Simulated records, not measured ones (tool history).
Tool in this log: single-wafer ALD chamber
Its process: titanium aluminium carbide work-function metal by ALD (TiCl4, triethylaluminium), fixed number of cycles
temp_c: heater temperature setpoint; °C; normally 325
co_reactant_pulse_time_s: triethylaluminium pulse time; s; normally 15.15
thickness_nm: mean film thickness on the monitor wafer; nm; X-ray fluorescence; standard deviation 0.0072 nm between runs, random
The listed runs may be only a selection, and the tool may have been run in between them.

run	hour	temp_c	co_reactant_pulse_time_s	wafers since the last listed run	hours since the last thermocouple change	hours since the last triethylaluminium bottle change	hours since the showerhead was replaced	hours since the gauge calibration	read-back reference wafer on the same gauge, thickness_nm	thickness_nm
1	0	325	15.15	0	1297	684.4	4121.3	639.5	2.252	2.496
2	23.8	335	15.15	254	1320.8	708.2	4145.1	663.3	2.251	2.606
3	118	335	15.15	1007	1415	802.4	4239.3	757.5	2.251	2.581
# hour 144.5: triethylaluminium bottle replaced
4	151.4	325	15.15	271	1448.4	6.9	4272.7	790.9	2.249	2.611
# hour 166: showerhead replaced
5	171	325	15.15	124	1468	26.5	5	810.5	2.253	2.618
6	230.1	325	15.15	631	1527.1	85.6	64.1	869.6	2.25	2.611
7	258.1	325	15.15	299	1555.1	113.6	92.1	897.6	2.248	2.608
8	271.4	325	15.15	142	1568.4	126.9	105.4	910.9	2.25	2.607
9	295.2	325	15.15	254	1592.2	150.7	129.2	934.7	2.249	2.606
10	314.3	330	20.47	204	1611.3	169.8	148.3	953.8	2.249	2.677
11	332.4	325	15.15	193	1629.4	187.9	166.4	971.9	2.251	2.593
12	349.1	334	20.79	178	1646.1	204.6	183.1	988.6	2.251	2.713
# hour 368.4: thermocouple changed; heater temperature recalibrated
# hour 379.1: gauge calibrated
13	379.4	329	20	238	11	234.9	213.4	0.3	2.249	2.614
14	395.8	336	16.91	175	27.4	251.3	229.8	16.7	2.249	2.653
15	421	325	17.58	269	52.6	276.5	255	41.9	2.248	2.577
16	457.6	316	18.85	391	89.2	313.1	291.6	78.5	2.247	2.51
17	492.7	336	11.85	375	124.3	348.2	326.7	113.6	2.254	2.549
18	517.1	332	17.19	260	148.7	372.6	351.1	138	2.251	2.627
19	552.1	340	11.54	374	183.7	407.6	386.1	173	2.25	2.574
20	566	325	15.15	148	197.6	421.5	400	186.9	2.249	2.546
21	595.8	316	17.56	318	227.4	451.3	429.8	216.7	2.248	2.491
22	622.6	325	15.15	286	254.2	478.1	456.6	243.5	2.248	2.529
23	641.2	325	15.15	198	272.8	496.7	475.2	262.1	2.252	2.55
24	674.8	325	15.15	359	306.4	530.3	508.8	295.7	2.249	2.529
25	702.1	337	9.45	291	333.7	557.6	536.1	323	2.252	2.384
26	730.4	339	18.72	302	362	585.9	564.4	351.3	2.253	2.708
27	761.9	317	15.15	336	393.5	617.4	595.9	382.8	2.25	2.467
28	796.2	316	12.6	366	427.8	651.7	630.2	417.1	2.248	2.394
29	810	325	15.15	147	441.6	665.5	644	430.9	2.251	2.532
30	899	325	15.15	951	530.6	754.5	733	519.9	2.253	2.527

Estimate the outcome of run 31 from the log above:
31	934.8	332	18.54	382	566.4	790.3	768.8	555.7	?	?

read-back reference wafer on the same gauge, thickness_nm: 2.251
thickness_nm: 2.643 nm
Were there no unlogged condition in the tool, this run, its random variation unchanged, would have produced thickness_nm 2.642 nm.
